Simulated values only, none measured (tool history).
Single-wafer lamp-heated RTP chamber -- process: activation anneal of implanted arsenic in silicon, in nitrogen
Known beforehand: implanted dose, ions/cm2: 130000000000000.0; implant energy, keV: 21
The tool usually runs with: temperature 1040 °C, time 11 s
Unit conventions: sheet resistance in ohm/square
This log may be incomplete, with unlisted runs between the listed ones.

run    hour  temperature  time  read-back reference wafer on the same gauge, sheet resistance  sheet resistance
  1     0.0         1040    13                                                         494.96            535.85
  2   234.9         1040    13                                                         495.14            537.42
  3   340.1         1048    16                                                         495.06            533.84
  4   414.7         1040    11                                                         495.03            538.05
      639.4  -- pyrometer window cleaned and pyrometer calibrated
  5   684.5         1040    11                                                         494.86            538.54
  6   743.0         1040    11                                                         494.93            536.72
      752.3  -- reflector plate cleaned
  7  1017.2         1022    11                                                         495.30            539.41
  8  1130.3         1022    11                                                         495.09            537.81
  9  1180.2         1040    11                                                         495.21            536.24
 10  1238.3         1040    11                                                         494.95            537.26
 11  1281.5         1029    11                                                         495.01            539.07
 12  1361.1         1029    11                                                         495.09            538.89
     1393.3  -- pyrometer window cleaned and pyrometer calibrated
 13  1411.0         1040    11                                                         494.92            538.11
 14  1478.6         1057    13                                                         495.27            533.77
 15  1520.8         1018     8                                                         494.88            540.11
 16  1571.6         1011    16                                                         495.19            538.24
 17  1638.3         1040     6                                                         495.00            539.21
 18  1688.2         1040    11                                                         494.97            539.21
 19  1776.6         1040    11                                                         494.93            536.33
     1860.7  -- gauge calibrated
     1885.5  -- reflector plate cleaned
 20  1886.0         1059    14                                                         494.83            531.98
 21  1930.9         1022    14                                                         495.05            536.95
 22  2015.9         1027     6                                                         494.91            540.53
     2107.5  -- pyrometer window cleaned and pyrometer calibrated
 23  2123.0         1040    11                                                         495.06            537.30
 24  2198.4         1063    16                                                         495.02            530.55
 25  2246.1         1029    11                                                         495.09            537.40
 26  2345.3         1040    11                                                         495.13            537.80
 27  2399.5         1070    17                                                         494.69            529.29
 28  2479.8         1013    16                                                         495.07            537.02
 29  2569.4         1040    11                                                         495.05            537.67
 30  2622.1         1026     5                                                         494.84            542.84
 31  2709.1         1018     6                                                         495.09            541.12
     2795.2  -- pyrometer window cleaned and pyrometer calibrated
 32  2814.5         1029    11                                                         494.83            538.29
 33  2870.1         1023     6                                                         494.65            540.15
 34  2958.9         1040     9                                                         494.97            538.12
     3001.8  -- reflector plate cleaned
 35  3017.4         1019    11                                                         495.09            539.57
 36  3192.6         1040    11                                                         494.92            536.62

Below are 4 alternative next runs, each starting from the tool's condition after run 36. Predict each:
  A  3193.0         1040    11                                                              ?                 ?
  B  3193.0         1015    15                                                              ?                 ?
  C  3193.0         1024     8                                                              ?                 ?
  D  3193.0         1011    11                                                              ?                 ?

run  read-back reference wafer on the same gauge, sheet resistance  sheet resistance
  A                                                         495.11            537.91
  B                                                         495.11            538.77
  C                                                         495.11            540.50
  D                                                         495.11            540.13
Without the tool's hidden state the same runs would have given:
run  sheet resistance
  A            537.91
  B            538.77
  C            540.50
  D            540.13
